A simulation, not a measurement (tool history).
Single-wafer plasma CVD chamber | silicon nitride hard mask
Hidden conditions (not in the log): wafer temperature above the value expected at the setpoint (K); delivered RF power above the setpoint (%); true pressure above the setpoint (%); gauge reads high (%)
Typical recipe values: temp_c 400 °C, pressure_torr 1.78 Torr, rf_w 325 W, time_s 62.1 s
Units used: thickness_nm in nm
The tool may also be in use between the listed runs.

run	hour	temp_c	pressure_torr	rf_w	time_s	wafers since the last listed run	hours since the last thermocouple change	hours since the last RF generator calibration	hours since the last manometer calibration	hours since the showerhead was replaced	hours since the gauge calibration	read-back reference wafer on the same gauge, thickness_nm	thickness_nm
1	0.0	400	1.89	345	62.1	0	1883.1	1072.8	1220.3	6579.9	816.2	67.356	81.134
# hour 162.1: capacitance manometer re-zeroed and calibrated
2	294.5	400	1.89	345	62.1	5635	2177.6	1367.3	132.4	6874.4	1110.7	67.284	81.948
3	339.8	400	1.78	325	62.1	891	2222.9	1412.6	177.7	6919.7	1156.0	67.410	77.811
4	431.5	400	1.78	325	62.1	1803	2314.6	1504.3	269.4	7011.4	1247.7	67.364	77.744
5	487.6	395	1.78	325	67.8	1103	2370.7	1560.4	325.5	7067.5	1303.8	67.258	85.117
6	560.1	400	1.60	325	62.1	1426	2443.2	1632.9	398.0	7140.0	1376.3	67.243	74.998
# hour 609.1: showerhead replaced
7	624.1	400	1.60	325	62.1	1101	2507.2	1696.9	462.0	15.0	1440.3	67.397	76.481
# hour 709.1: thermocouple changed; heater temperature recalibrated
8	717.4	400	1.60	325	62.1	1677	8.3	1790.2	555.3	108.3	1533.6	67.216	76.090
9	759.1	400	1.78	325	62.1	820	50.0	1831.9	597.0	150.0	1575.3	67.130	77.938
10	798.0	400	1.78	325	62.1	765	88.9	1870.8	635.9	188.9	1614.2	67.221	77.852
11	865.3	400	1.78	325	62.1	1323	156.2	1938.1	703.2	256.2	1681.5	67.324	77.284
12	956.7	400	1.78	325	62.1	1797	247.6	2029.5	794.6	347.6	1772.9	67.394	77.574
13	1008.6	400	1.78	325	62.1	1020	299.5	2081.4	846.5	399.5	1824.8	67.455	77.714
14	1074.3	400	1.78	325	62.1	1292	365.2	2147.1	912.2	465.2	1890.5	67.187	78.342
15	1155.8	400	2.03	325	62.1	1603	446.7	2228.6	993.7	546.7	1972.0	67.240	80.848
16	1260.7	391	1.78	325	53.8	2063	551.6	2333.5	1098.6	651.6	2076.9	67.238	67.866
17	1336.0	413	1.52	380	56.3	1481	626.9	2408.8	1173.9	726.9	2152.2	67.326	72.986

Run 18 has not been measured yet. What should we expect?
18	1376.3	400	1.78	390	73.1	792	667.2	2449.1	1214.2	767.2	2192.5	?	?

{"run 18": {"read-back reference wafer on the same gauge, thickness_nm": 67.195, "thickness_nm": 101.166}}
Without the tool's hidden state the same run would have given thickness_nm 101.166 nm.
